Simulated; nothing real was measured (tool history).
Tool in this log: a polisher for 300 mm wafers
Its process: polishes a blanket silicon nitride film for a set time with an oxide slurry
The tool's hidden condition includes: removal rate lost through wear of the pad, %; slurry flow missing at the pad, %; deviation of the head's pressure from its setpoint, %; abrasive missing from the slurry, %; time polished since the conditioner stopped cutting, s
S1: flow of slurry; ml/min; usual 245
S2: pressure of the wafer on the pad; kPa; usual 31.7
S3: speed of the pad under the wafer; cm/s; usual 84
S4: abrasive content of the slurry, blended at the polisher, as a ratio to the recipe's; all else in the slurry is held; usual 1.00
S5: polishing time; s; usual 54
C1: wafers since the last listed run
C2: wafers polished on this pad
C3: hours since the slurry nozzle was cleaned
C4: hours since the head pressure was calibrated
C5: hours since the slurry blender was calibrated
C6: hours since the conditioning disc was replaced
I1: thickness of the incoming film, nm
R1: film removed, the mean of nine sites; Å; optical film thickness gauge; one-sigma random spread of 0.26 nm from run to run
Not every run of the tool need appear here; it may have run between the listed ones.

Run 1, hour 0.0: usual settings; C1 0; C2 666; C3 635.8; C4 892.7; C5 217.8; C6 17.8; I1 401.9. Result: R1 299 Å.
Run 2, hour 7.2: usual settings; C1 83; C2 749; C3 643.0; C4 899.9; C5 225.0; C6 25.0; I1 406.0. Result: R1 294 Å.
Run 3, hour 23.5: usual settings; C1 188; C2 938; C3 659.3; C4 916.2; C5 241.3; C6 41.3; I1 395.2. Result: R1 299 Å.
Run 4, hour 33.4: usual settings; C1 114; C2 1052; C3 669.2; C4 926.1; C5 251.2; C6 51.2; I1 401.4. Result: R1 291 Å.
At hour 37.4: worn pad replaced by a new one.
Run 5, hour 40.0: usual settings; C1 30; C2 29; C3 675.8; C4 932.7; C5 257.8; C6 57.8; I1 406.7. Result: R1 298 Å.
Run 6, hour 51.7: usual settings but S1 210 ml/min, S2 42.1 kPa, S4 1.30, S5 40 s; C1 135; C2 164; C3 687.5; C4 944.4; C5 269.5; C6 69.5; I1 399.4. Result: R1 321 Å.
Run 7, hour 61.5: usual settings; C1 113; C2 278; C3 697.3; C4 954.2; C5 279.3; C6 79.3; I1 397.0. Result: R1 299 Å.
At hour 64.8: slurry blender recalibrated.
Run 8, hour 68.4: usual settings but S4 0.80, S5 67 s; C1 56; C2 334; C3 704.2; C4 961.1; C5 3.6; C6 86.2; I1 404.2. Result: R1 315 Å.
Run 9, hour 78.5: usual settings but S3 112 cm/s; C1 116; C2 451; C3 714.3; C4 971.2; C5 13.7; C6 96.3; I1 400.4. Result: R1 321 Å.
At hour 87.7: head pressure recalibrated.
Run 10, hour 91.8: usual settings; C1 130; C2 581; C3 727.6; C4 4.1; C5 27.0; C6 109.6; I1 401.7. Result: R1 280 Å.
Run 11, hour 98.5: usual settings but S4 0.85, S5 46 s; C1 77; C2 659; C3 734.3; C4 10.8; C5 33.7; C6 116.3; I1 400.3. Result: R1 219 Å.
Run 12, hour 112.2: usual settings but S1 285 ml/min; C1 158; C2 817; C3 748.0; C4 24.5; C5 47.4; C6 130.0; I1 403.4. Result: R1 285 Å.
Run 13, hour 118.6: usual settings; C1 73; C2 891; C3 754.4; C4 30.9; C5 53.8; C6 136.4; I1 403.5. Result: R1 277 Å.
Run 14, hour 127.9: usual settings; C1 107; C2 998; C3 763.7; C4 40.2; C5 63.1; C6 145.7; I1 407.2. Result: R1 274 Å.
Run 15, hour 138.7: usual settings; C1 124; C2 1123; C3 774.5; C4 51.0; C5 73.9; C6 156.5; I1 403.8. Result: R1 276 Å.
At hour 142.8: slurry blender recalibrated, repeated, since the last time left the tool worse.
At hour 146.6: worn pad replaced by a new one.
Run 16, hour 147.1: usual settings but S2 42.1 kPa, S3 56 cm/s, S4 1.15, S5 42 s; C1 30; C2 6; C3 782.9; C4 59.4; C5 4.3; C6 164.9; I1 398.6. Result: R1 281 Å.
Run 17, hour 160.5: usual settings; C1 154; C2 161; C3 796.3; C4 72.8; C5 17.7; C6 178.3; I1 401.8. Result: R1 313 Å.
At hour 166.2: slurry nozzle cleaned.
Run 18, hour 176.2: usual settings but S3 96 cm/s, S5 47 s; C1 169; C2 330; C3 10.0; C4 88.5; C5 33.4; C6 194.0; I1 403.4. Result: R1 281 Å.
Run 19, hour 193.6: usual settings but S1 270 ml/min, S2 27.6 kPa, S3 74 cm/s, S4 1.30; C1 201; C2 531; C3 27.4; C4 105.9; C5 50.8; C6 211.4; I1 402.1. Result: R1 280 Å.
Run 20, hour 201.3: usual settings but S1 220 ml/min, S2 35.2 kPa, S3 112 cm/s; C1 88; C2 620; C3 35.1; C4 113.6; C5 58.5; C6 219.1; I1 399.2. Result: R1 381 Å.
Run 21, hour 210.4: usual settings but S3 94 cm/s; C1 105; C2 726; C3 44.2; C4 122.7; C5 67.6; C6 228.2; I1 400.7. Result: R1 321 Å.
Run 22, hour 225.0: usual settings but S3 106 cm/s, S5 71 s; C1 168; C2 894; C3 58.8; C4 137.3; C5 82.2; C6 242.8; I1 397.7. Result: R1 454 Å.
Run 23, hour 238.6: usual settings but S5 38 s; C1 157; C2 1051; C3 72.4; C4 150.9; C5 95.8; C6 256.4; I1 403.1. Result: R1 209 Å.
At hour 248.2: worn pad replaced by a new one.
Run 24, hour 248.5: usual settings but S1 280 ml/min, S2 26.2 kPa, S4 1.10; C1 68; C2 3; C3 82.3; C4 160.8; C5 105.7; C6 266.3; I1 398.9. Result: R1 264 Å.
Run 25, hour 260.9: usual settings but S4 1.20; C1 143; C2 147; C3 94.7; C4 173.2; C5 118.1; C6 278.7; I1 401.6. Result: R1 327 Å.

5 options for the next run, each taken on its own from the tool as it stands now. Forecast them:
Run A, hour 261.3: usual settings but S1 175 ml/min; C1 4; C2 151; C3 95.1; C4 173.6; C5 118.5; C6 279.1; I1 397.1. Result: R1 ?.
Run B, hour 261.3: usual settings but S1 190 ml/min, S3 96 cm/s, S5 42 s; C1 4; C2 151; C3 95.1; C4 173.6; C5 118.5; C6 279.1; I1 397.1. Result: R1 ?.
Run C, hour 261.3: usual settings but S2 42.7 kPa, S3 72 cm/s, S4 1.10; C1 4; C2 151; C3 95.1; C4 173.6; C5 118.5; C6 279.1; I1 397.1. Result: R1 ?.
Run D, hour 261.3: usual settings but S2 37.2 kPa, S3 108 cm/s, S5 68 s; C1 4; C2 151; C3 95.1; C4 173.6; C5 118.5; C6 279.1; I1 397.1. Result: R1 ?.
Run E, hour 261.3: usual settings but S2 34.5 kPa, S3 60 cm/s, S4 1.25, S5 71 s; C1 4; C2 151; C3 95.1; C4 173.6; C5 118.5; C6 279.1; I1 397.1. Result: R1 ?.

run   R1
  A  288
  B  243
  C  396
  D  508
  E  410
The same runs, with their run-to-run variation unchanged, on a tool lacking any hidden condition would have given:
run   R1
  A  299
  B  252
  C  411
  D  528
  E  424

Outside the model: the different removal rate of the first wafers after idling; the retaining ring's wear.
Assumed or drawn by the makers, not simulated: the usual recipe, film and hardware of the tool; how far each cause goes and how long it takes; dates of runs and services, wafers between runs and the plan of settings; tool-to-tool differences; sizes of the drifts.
